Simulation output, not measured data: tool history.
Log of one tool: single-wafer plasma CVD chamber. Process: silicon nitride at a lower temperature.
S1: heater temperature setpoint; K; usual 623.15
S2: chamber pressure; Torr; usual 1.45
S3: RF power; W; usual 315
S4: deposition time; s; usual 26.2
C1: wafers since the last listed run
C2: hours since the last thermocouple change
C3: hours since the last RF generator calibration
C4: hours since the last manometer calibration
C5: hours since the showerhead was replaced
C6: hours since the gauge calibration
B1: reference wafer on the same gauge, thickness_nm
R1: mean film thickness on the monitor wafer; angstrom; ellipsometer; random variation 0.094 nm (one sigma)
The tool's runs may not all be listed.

{"run": 1, "hour": 0.0, "S1": 623.15, "S2": 1.45, "S3": 315, "S4": 26.2, "C1": 0, "C2": 1505.7, "C3": 583.1, "C4": 1261.1, "C5": 2751.7, "C6": 851.9, "B1": 33.861, "R1": 289.26}
{"run": 2, "hour": 67.6, "S1": 623.15, "S2": 1.45, "S3": 315, "S4": 26.2, "C1": 1681, "C2": 1573.3, "C3": 650.7, "C4": 1328.7, "C5": 2819.3, "C6": 919.5, "B1": 33.881, "R1": 287.96}
{"run": 3, "hour": 103.1, "S1": 623.15, "S2": 1.45, "S3": 315, "S4": 26.2, "C1": 882, "C2": 1608.8, "C3": 686.2, "C4": 1364.2, "C5": 2854.8, "C6": 955.0, "B1": 33.893, "R1": 287.87}
{"run": 4, "hour": 147.1, "S1": 623.15, "S2": 1.45, "S3": 315, "S4": 26.2, "C1": 1094, "C2": 1652.8, "C3": 730.2, "C4": 1408.2, "C5": 2898.8, "C6": 999.0, "B1": 33.871, "R1": 285.91}
{"run": 5, "hour": 185.6, "S1": 623.15, "S2": 1.37, "S3": 315, "S4": 26.2, "C1": 957, "C2": 1691.3, "C3": 768.7, "C4": 1446.7, "C5": 2937.3, "C6": 1037.5, "B1": 33.903, "R1": 282.51}
{"run": 6, "hour": 239.9, "S1": 623.15, "S2": 1.37, "S3": 315, "S4": 26.2, "C1": 1350, "C2": 1745.6, "C3": 823.0, "C4": 1501.0, "C5": 2991.6, "C6": 1091.8, "B1": 33.851, "R1": 282.83}
{"run": 7, "hour": 366.4, "S1": 623.15, "S2": 1.37, "S3": 315, "S4": 26.2, "C1": 3146, "C2": 1872.1, "C3": 949.5, "C4": 1627.5, "C5": 3118.1, "C6": 1218.3, "B1": 33.926, "R1": 279.64}
{"run": 8, "hour": 423.0, "S1": 623.15, "S2": 1.45, "S3": 330, "S4": 26.2, "C1": 1407, "C2": 1928.7, "C3": 1006.1, "C4": 1684.1, "C5": 3174.7, "C6": 1274.9, "B1": 33.877, "R1": 298.87}
{"run": 9, "hour": 458.4, "S1": 623.15, "S2": 1.45, "S3": 330, "S4": 26.2, "C1": 880, "C2": 1964.1, "C3": 1041.5, "C4": 1719.5, "C5": 3210.1, "C6": 1310.3, "B1": 33.875, "R1": 297.88}
{"hour": 490.7, "done": "capacitance manometer re-zeroed and calibrated"}
{"run": 10, "hour": 498.3, "S1": 623.15, "S2": 1.45, "S3": 315, "S4": 26.2, "C1": 793, "C2": 2004.0, "C3": 1081.4, "C4": 7.6, "C5": 3250.0, "C6": 1350.2, "B1": 33.857, "R1": 283.87}
{"run": 11, "hour": 554.2, "S1": 623.15, "S2": 1.45, "S3": 315, "S4": 26.2, "C1": 1390, "C2": 2059.9, "C3": 1137.3, "C4": 63.5, "C5": 3305.9, "C6": 1406.1, "B1": 33.896, "R1": 285.26}
{"hour": 592.0, "done": "showerhead replaced"}
{"run": 12, "hour": 592.5, "S1": 623.15, "S2": 1.45, "S3": 315, "S4": 26.2, "C1": 753, "C2": 2098.2, "C3": 1175.6, "C4": 101.8, "C5": 0.5, "C6": 1444.4, "B1": 33.935, "R1": 286.23}
{"hour": 607.1, "done": "gauge calibrated"}
{"run": 13, "hour": 616.4, "S1": 631.15, "S2": 1.59, "S3": 260, "S4": 28.8, "C1": 594, "C2": 2122.1, "C3": 1199.5, "C4": 125.7, "C5": 24.4, "C6": 9.3, "B1": 33.891, "R1": 264.28}
{"hour": 647.5, "done": "RF generator calibrated"}
{"run": 14, "hour": 648.0, "S1": 627.15, "S2": 1.34, "S3": 315, "S4": 26.2, "C1": 586, "C2": 2153.7, "C3": 0.5, "C4": 157.3, "C5": 56.0, "C6": 40.9, "B1": 33.917, "R1": 271.65}
{"run": 15, "hour": 671.8, "S1": 632.15, "S2": 1.69, "S3": 315, "S4": 30.4, "C1": 591, "C2": 2177.5, "C3": 24.3, "C4": 181.1, "C5": 79.8, "C6": 64.7, "B1": 33.884, "R1": 334.46}
{"run": 16, "hour": 721.4, "S1": 623.15, "S2": 1.45, "S3": 260, "S4": 28.2, "C1": 1233, "C2": 2227.1, "C3": 73.9, "C4": 230.7, "C5": 129.4, "C6": 114.3, "B1": 33.912, "R1": 245.18}
{"run": 17, "hour": 787.8, "S1": 636.15, "S2": 1.54, "S3": 285, "S4": 30.3, "C1": 1651, "C2": 2293.5, "C3": 140.3, "C4": 297.1, "C5": 195.8, "C6": 180.7, "B1": 33.879, "R1": 291.63}
{"run": 18, "hour": 857.6, "S1": 623.15, "S2": 1.45, "S3": 275, "S4": 27.9, "C1": 1735, "C2": 2363.3, "C3": 210.1, "C4": 366.9, "C5": 265.6, "C6": 250.5, "B1": 33.872, "R1": 254.55}
{"run": 19, "hour": 902.3, "S1": 623.15, "S2": 1.45, "S3": 345, "S4": 26.2, "C1": 1111, "C2": 2408.0, "C3": 254.8, "C4": 411.6, "C5": 310.3, "C6": 295.2, "B1": 33.857, "R1": 295.26}
{"run": 20, "hour": 936.6, "S1": 615.15, "S2": 1.61, "S3": 315, "S4": 23.5, "C1": 853, "C2": 2442.3, "C3": 289.1, "C4": 445.9, "C5": 344.6, "C6": 329.5, "B1": 33.894, "R1": 251.88}
{"run": 21, "hour": 987.3, "S1": 623.15, "S2": 1.7, "S3": 340, "S4": 30.9, "C1": 1260, "C2": 2493.0, "C3": 339.8, "C4": 496.6, "C5": 395.3, "C6": 380.2, "B1": 33.939, "R1": 362.75}
{"hour": 1005.2, "done": "RF generator calibrated, repeated, since the last time left the tool worse"}
{"hour": 1010.7, "done": "thermocouple changed; heater temperature recalibrated"}
{"run": 22, "hour": 1022.1, "S1": 636.15, "S2": 1.54, "S3": 285, "S4": 30.3, "C1": 529, "C2": 11.4, "C3": 16.9, "C4": 531.4, "C5": 430.1, "C6": 415.0, "B1": 33.893, "R1": 317.38}
{"run": 23, "hour": 1077.3, "S1": 623.15, "S2": 1.11, "S3": 315, "S4": 26.2, "C1": 1372, "C2": 66.6, "C3": 72.1, "C4": 586.6, "C5": 485.3, "C6": 470.2, "B1": 33.93, "R1": 269.79}
{"run": 24, "hour": 1139.3, "S1": 623.15, "S2": 1.45, "S3": 315, "S4": 26.2, "C1": 1541, "C2": 128.6, "C3": 134.1, "C4": 648.6, "C5": 547.3, "C6": 532.2, "B1": 33.919, "R1": 294.39}
{"run": 25, "hour": 1208.5, "S1": 623.15, "S2": 1.45, "S3": 315, "S4": 26.2, "C1": 1720, "C2": 197.8, "C3": 203.3, "C4": 717.8, "C5": 616.5, "C6": 601.4, "B1": 33.912, "R1": 291.68}
{"run": 26, "hour": 1248.3, "S1": 633.15, "S2": 1.45, "S3": 315, "S4": 23.7, "C1": 989, "C2": 237.6, "C3": 243.1, "C4": 757.6, "C5": 656.3, "C6": 641.2, "B1": 33.865, "R1": 264.1}
{"run": 27, "hour": 1276.7, "S1": 617.15, "S2": 1.27, "S3": 315, "S4": 21.3, "C1": 706, "C2": 266.0, "C3": 271.5, "C4": 786.0, "C5": 684.7, "C6": 669.6, "B1": 33.927, "R1": 226.96}
{"run": 28, "hour": 1322.9, "S1": 623.15, "S2": 1.45, "S3": 315, "S4": 26.2, "C1": 1148, "C2": 312.2, "C3": 317.7, "C4": 832.2, "C5": 730.9, "C6": 715.8, "B1": 33.939, "R1": 291.6}
{"run": 29, "hour": 1452.8, "S1": 629.15, "S2": 1.45, "S3": 315, "S4": 26.2, "C1": 3230, "C2": 442.1, "C3": 447.6, "C4": 962.1, "C5": 860.8, "C6": 845.7, "B1": 33.873, "R1": 290.12}

Forecast each of these 3 alternatives for the next run:
{"run": "A", "hour": 1453.2, "S1": 623.15, "S2": 1.45, "S3": 315, "S4": 26.2, "C1": 9, "C2": 442.5, "C3": 448.0, "C4": 962.5, "C5": 861.2, "C6": 846.1, "B1": "?", "R1": "?"}
{"run": "B", "hour": 1453.2, "S1": 637.15, "S2": 1.3, "S3": 280, "S4": 22.2, "C1": 9, "C2": 442.5, "C3": 448.0, "C4": 962.5, "C5": 861.2, "C6": 846.1, "B1": "?", "R1": "?"}
{"run": "C", "hour": 1453.2, "S1": 638.15, "S2": 1.45, "S3": 260, "S4": 21.1, "C1": 9, "C2": 442.5, "C3": 448.0, "C4": 962.5, "C5": 861.2, "C6": 846.1, "B1": "?", "R1": "?"}

run=A B1=33.866 R1=289.24
run=B B1=33.866 R1=209.94
run=C B1=33.866 R1=190.91
Without the tool's hidden state the same runs would have given:
run=A R1=297.33
run=B R1=216.20
run=C R1=196.65
